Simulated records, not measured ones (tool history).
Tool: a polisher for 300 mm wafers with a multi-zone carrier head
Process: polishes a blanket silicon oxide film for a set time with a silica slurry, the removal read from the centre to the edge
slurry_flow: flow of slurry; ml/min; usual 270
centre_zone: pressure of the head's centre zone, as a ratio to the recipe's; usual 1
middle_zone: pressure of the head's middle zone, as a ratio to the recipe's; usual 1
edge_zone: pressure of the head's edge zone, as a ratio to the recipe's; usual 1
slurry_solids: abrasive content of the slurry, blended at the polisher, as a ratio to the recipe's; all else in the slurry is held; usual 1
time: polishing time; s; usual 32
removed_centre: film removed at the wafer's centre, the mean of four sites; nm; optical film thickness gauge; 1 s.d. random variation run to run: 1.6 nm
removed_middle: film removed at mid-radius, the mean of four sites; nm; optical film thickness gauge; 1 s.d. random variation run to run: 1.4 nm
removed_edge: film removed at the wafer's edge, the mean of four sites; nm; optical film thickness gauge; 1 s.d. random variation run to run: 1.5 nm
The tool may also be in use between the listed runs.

run	hour	slurry_flow	centre_zone	middle_zone	edge_zone	slurry_solids	time	wafers since the last listed run	wafers polished on this pad	hours since the slurry nozzle was cleaned	hours since the centre zone pressure was calibrated	hours since the edge zone pressure was calibrated	hours since the carrier head's membrane was replaced	incoming thickness of the incoming film, nm	removed_centre	removed_middle	removed_edge
1	0	270	1	1	1	1	32	0	4228	60.4	352.9	332.5	603.7	1930.8	154.7	151.5	150.1
2	42	270	1	1	1	1	32	712	4941	102.4	394.9	374.5	645.7	1904.2	152.2	154.6	151
# hour 62.3: edge zone pressure recalibrated
# hour 104.8: worn pad replaced by a new one
# hour 195.8: centre zone pressure recalibrated
3	248.2	270	1	1	1	1	32	3362	2398	308.6	52.4	185.9	851.9	1910.7	142.4	147.3	142.7
# hour 266.6: slurry nozzle cleaned
4	352.7	270	1	1	1	1	32	1755	4154	86.1	156.9	290.4	956.4	1897	154.4	153.3	151.9
# hour 418.8: edge zone pressure recalibrated
5	482.4	270	1	1	1	1	32	2166	6320	215.8	286.6	63.6	1086.1	1877	150.1	152.2	148.8
# hour 501.8: worn pad replaced by a new one
6	524.9	270	1	0.92	1	1	32	653	392	258.3	329.1	106.1	1128.6	1912.1	146.6	141.9	147.8
7	561.8	270	1	1	1	1	32	625	1018	295.2	366	143	1165.5	1931.5	146	146.7	146.9
# hour 579.7: slurry nozzle cleaned
8	620.8	270	1	1	1	1	32	983	2002	41.1	425	202	1224.5	1869	155.4	154.2	147.4
9	709.5	270	1	1	1	1	32	1504	3507	129.8	513.7	290.7	1313.2	1909.4	151.1	153.1	150.2
# hour 765: edge zone pressure recalibrated
# hour 803.8: worn pad replaced by a new one
10	809.6	270	1	0.93	0.9	1	32	1596	98	229.9	613.8	44.6	1413.3	1924.8	151.5	143.1	144.2
11	871.5	270	1	0.94	1	1.2	28	1050	1148	291.8	675.7	106.5	1475.2	1871.8	137.7	132.2	137
# hour 934.6: centre zone pressure recalibrated
# hour 937.4: slurry nozzle cleaned
# hour 954.3: carrier head's membrane replaced by a new one
12	979.3	270	1	1	1	1	32	1692	2841	41.9	44.7	214.3	25	1891.2	153.8	154	150.2
13	1073.6	270	1	1	1	0.9	23	1599	4440	136.2	139	308.6	119.3	1867.8	105.9	105.8	104.5
# hour 1111.1: edge zone pressure recalibrated
14	1149.8	340	0.88	1	1	1	42	1258	5699	212.4	215.2	38.7	195.5	1906.2	175.3	202.7	201.6
# hour 1167.1: worn pad replaced by a new one
15	1197.3	230	1	1	1	1	35	737	511	259.9	262.7	86.2	243	1894.5	157.6	160.2	162.5
# hour 1279.7: slurry nozzle cleaned
16	1326.4	270	1	0.91	0.97	1.3	38	2172	2684	46.7	391.8	215.3	372.1	1909.1	197.1	186	193.6
17	1396.3	270	1	1.11	1	0.7	32	1185	3870	116.6	461.7	285.2	442	1879.5	134.5	143.4	131.7
18	1438	340	0.88	1	1	1	42	707	4578	158.3	503.4	326.9	483.7	1903	179.5	205.6	199.5
# hour 1487.7: edge zone pressure recalibrated
# hour 1523.4: worn pad replaced by a new one
# hour 1560.3: centre zone pressure recalibrated
# hour 1663.1: slurry nozzle cleaned
19	1740.8	270	1	1	1	1	32	4983	3636	77.7	180.5	253.1	786.5	1899.2	151.9	153.9	150.7

State the hidden condition of the tool at each of the runs:
removal rate lost through wear of the pad, %: 0 in every run
deviation of the centre zone's pressure from its setpoint, %: 0 in every run
deviation of the edge zone's pressure from its setpoint, %: 0 in every run
H1: slurry flow missing at the pad, %
run	H1
1	6.85
2	9.1
3	37.1
4	3.82
5	16.7
6	23.4
7	30.1
8	3.59
9	8.59
10	20.5
11	31.1
12	2.1
13	7.64
14	16.4
15	23.8
16	2.32
17	6.08
18	9.86
19	4.79

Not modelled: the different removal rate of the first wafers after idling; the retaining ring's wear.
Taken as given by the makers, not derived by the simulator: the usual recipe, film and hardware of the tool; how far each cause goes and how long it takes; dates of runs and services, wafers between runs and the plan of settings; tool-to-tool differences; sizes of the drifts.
